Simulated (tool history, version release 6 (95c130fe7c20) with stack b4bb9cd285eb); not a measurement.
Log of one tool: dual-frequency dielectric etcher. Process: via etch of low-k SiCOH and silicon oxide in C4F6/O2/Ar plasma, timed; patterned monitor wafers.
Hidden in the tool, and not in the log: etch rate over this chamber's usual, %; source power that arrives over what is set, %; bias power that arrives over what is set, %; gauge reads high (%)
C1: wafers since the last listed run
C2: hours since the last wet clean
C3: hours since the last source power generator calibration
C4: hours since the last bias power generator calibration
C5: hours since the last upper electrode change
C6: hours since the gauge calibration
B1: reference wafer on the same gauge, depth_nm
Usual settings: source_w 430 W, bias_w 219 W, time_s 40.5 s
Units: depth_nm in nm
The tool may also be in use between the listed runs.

Run 1, hour 0: usual settings but source_w 390 W; C1 0; C2 58.5; C3 3097.1; C4 2715.7; C5 5097; C6 1129; B1 120.3. Result: depth_nm 120.2 nm.
Run 2, hour 62.7: usual settings but source_w 390 W; C1 1153; C2 121.2; C3 3159.8; C4 2778.4; C5 5159.7; C6 1191.7; B1 120.1. Result: depth_nm 118.5 nm.
Run 3, hour 118.2: usual settings but bias_w 243 W; C1 1021; C2 176.7; C3 3215.3; C4 2833.9; C5 5215.2; C6 1247.2; B1 120.4. Result: depth_nm 125.9 nm.
Run 4, hour 155: usual settings; C1 677; C2 213.5; C3 3252.1; C4 2870.7; C5 5252; C6 1284; B1 119.9. Result: depth_nm 123.4 nm.
Run 5, hour 241.6: usual settings but source_w 400 W; C1 1593; C2 300.1; C3 3338.7; C4 2957.3; C5 5338.6; C6 1370.6; B1 119.8. Result: depth_nm 120.1 nm.
Run 6, hour 280.3: usual settings but source_w 400 W; C1 711; C2 338.8; C3 3377.4; C4 2996; C5 5377.3; C6 1409.3; B1 119.9. Result: depth_nm 120.7 nm.
Run 7, hour 344.5: usual settings but source_w 350 W; C1 1181; C2 403; C3 3441.6; C4 3060.2; C5 5441.5; C6 1473.5; B1 119.3. Result: depth_nm 117.2 nm.
At hour 440: wet clean of the chamber.
Run 8, hour 440.5: usual settings but source_w 350 W; C1 1324; C2 0.5; C3 3537.6; C4 3156.2; C5 5537.5; C6 1569.5; B1 119.2. Result: depth_nm 116.3 nm.
Run 9, hour 506.9: usual settings; C1 1221; C2 66.9; C3 3604; C4 3222.6; C5 5603.9; C6 1635.9; B1 119.2. Result: depth_nm 123.2 nm.
Run 10, hour 605.8: usual settings; C1 1819; C2 165.8; C3 3702.9; C4 3321.5; C5 5702.8; C6 1734.8; B1 119.5. Result: depth_nm 123.4 nm.
Run 11, hour 684.2: usual settings; C1 1442; C2 244.2; C3 3781.3; C4 3399.9; C5 5781.2; C6 1813.2; B1 119.1. Result: depth_nm 123.1 nm.
Run 12, hour 741.7: usual settings; C1 1057; C2 301.7; C3 3838.8; C4 3457.4; C5 5838.7; C6 1870.7; B1 119.6. Result: depth_nm 123.3 nm.
Run 13, hour 791.4: usual settings but source_w 480 W; C1 914; C2 351.4; C3 3888.5; C4 3507.1; C5 5888.4; C6 1920.4; B1 119.9. Result: depth_nm 127.5 nm.
Run 14, hour 890: usual settings but source_w 480 W; C1 1813; C2 450; C3 3987.1; C4 3605.7; C5 5987; C6 2019; B1 119.2. Result: depth_nm 126.1 nm.
At hour 925.3: wet clean of the chamber.
Run 15, hour 959.3: usual settings but source_w 460 W; C1 833; C2 34; C3 4056.4; C4 3675; C5 6056.3; C6 2088.3; B1 119.4. Result: depth_nm 125.1 nm.
Run 16, hour 1063.7: usual settings but source_w 330 W; C1 1920; C2 138.4; C3 4160.8; C4 3779.4; C5 6160.7; C6 2192.7; B1 119.6. Result: depth_nm 113.5 nm.
At hour 1138.6: bias power generator calibrated.
Run 17, hour 1146.6: usual settings but bias_w 245 W; C1 1451; C2 221.3; C3 4243.7; C4 8; C5 6243.6; C6 2275.6; B1 119. Result: depth_nm 125.3 nm.
At hour 1236.9: source power generator calibrated.
Run 18, hour 1244.3: usual settings but bias_w 200 W, time_s 33.5 s; C1 1723; C2 319; C3 7.4; C4 105.7; C5 6341.3; C6 2373.3; B1 119.5. Result: depth_nm 99.3 nm.
Run 19, hour 1328.3: usual settings but source_w 330 W, bias_w 166 W, time_s 47 s; C1 1545; C2 403; C3 91.4; C4 189.7; C5 6425.3; C6 2457.3; B1 119.4. Result: depth_nm 125.7 nm.
Run 20, hour 1425.7: usual settings; C1 1791; C2 500.4; C3 188.8; C4 287.1; C5 6522.7; C6 2554.7; B1 119.1. Result: depth_nm 121.4 nm.
At hour 1499.6: upper electrode replaced.
At hour 1572.5: wet clean of the chamber.
Run 21, hour 1581.8: usual settings but source_w 480 W, bias_w 268 W, time_s 50.5 s; C1 1988; C2 9.3; C3 344.9; C4 443.2; C5 82.2; C6 2710.8; B1 119.1. Result: depth_nm 165.5 nm.
Run 22, hour 1689.6: usual settings but bias_w 251 W; C1 1983; C2 117.1; C3 452.7; C4 551; C5 190; C6 2818.6; B1 119.3. Result: depth_nm 125.2 nm.
At hour 1710.6: gauge calibrated.
Run 23, hour 1767.8: usual settings but source_w 510 W, bias_w 175 W, time_s 36.5 s; C1 1438; C2 195.3; C3 530.9; C4 629.2; C5 268.2; C6 57.2; B1 121.3. Result: depth_nm 112.6 nm.
Run 24, hour 1850.7: usual settings; C1 1525; C2 278.2; C3 613.8; C4 712.1; C5 351.1; C6 140.1; B1 121.1. Result: depth_nm 123.2 nm.
Run 25, hour 1900.7: usual settings; C1 919; C2 328.2; C3 663.8; C4 762.1; C5 401.1; C6 190.1; B1 120.9. Result: depth_nm 124.4 nm.
Run 26, hour 1990.9: usual settings; C1 1659; C2 418.4; C3 754; C4 852.3; C5 491.3; C6 280.3; B1 120.8. Result: depth_nm 124.8 nm.
Run 27, hour 2055.7: usual settings; C1 1192; C2 483.2; C3 818.8; C4 917.1; C5 556.1; C6 345.1; B1 120.5. Result: depth_nm 122.9 nm.
Run 28, hour 2105.8: usual settings but source_w 380 W, bias_w 260 W, time_s 51 s; C1 921; C2 533.3; C3 868.9; C4 967.2; C5 606.2; C6 395.2; B1 120.4. Result: depth_nm 156.2 nm.
Run 29, hour 2147.7: usual settings; C1 770; C2 575.2; C3 910.8; C4 1009.1; C5 648.1; C6 437.1; B1 120.3. Result: depth_nm 123.1 nm.
At hour 2209.3: wet clean of the chamber.
Run 30, hour 2209.8: usual settings but source_w 460 W, bias_w 234 W; C1 700; C2 0.5; C3 972.9; C4 1071.2; C5 710.2; C6 499.2; B1 120.1. Result: depth_nm 127.4 nm.

How the hidden state differs across the entries between the runs, from the last listed run before each to the first after it:
Between runs 7 and 8: wet clean of the chamber (hour 440)
  gauge reads high (%): -1.91 -> -1.97
  measured less the result without the state, depth_nm: -2.3 -> -2.4 nm
Between runs 14 and 15: wet clean of the chamber (hour 925.3)
  gauge reads high (%): -2.18 -> -2.21
  measured less the result without the state, depth_nm: -2.8 -> -2.8 nm
Between runs 16 and 17: bias power generator calibrated (hour 1138.6)
  gauge reads high (%): -2.24 -> -2.27
  measured less the result without the state, depth_nm: -2.6 -> -2.9 nm
Between runs 17 and 18: source power generator calibrated (hour 1236.9)
  gauge reads high (%): -2.27 -> -2.29
  measured less the result without the state, depth_nm: -2.9 -> -2.3 nm
Between runs 20 and 21: upper electrode replaced (hour 1499.6); wet clean of the chamber (hour 1572.5)
  gauge reads high (%): -2.33 -> -2.36
  measured less the result without the state, depth_nm: -2.9 -> -4 nm
Between runs 22 and 23: gauge calibrated (hour 1710.6)
  gauge reads high (%): -2.38 -> -0.355
  measured less the result without the state, depth_nm: -3 -> -0.4 nm
Between runs 29 and 30: wet clean of the chamber (hour 2209.3)
  gauge reads high (%): -1.33 -> -1.46
  measured less the result without the state, depth_nm: -1.7 -> -1.9 nm
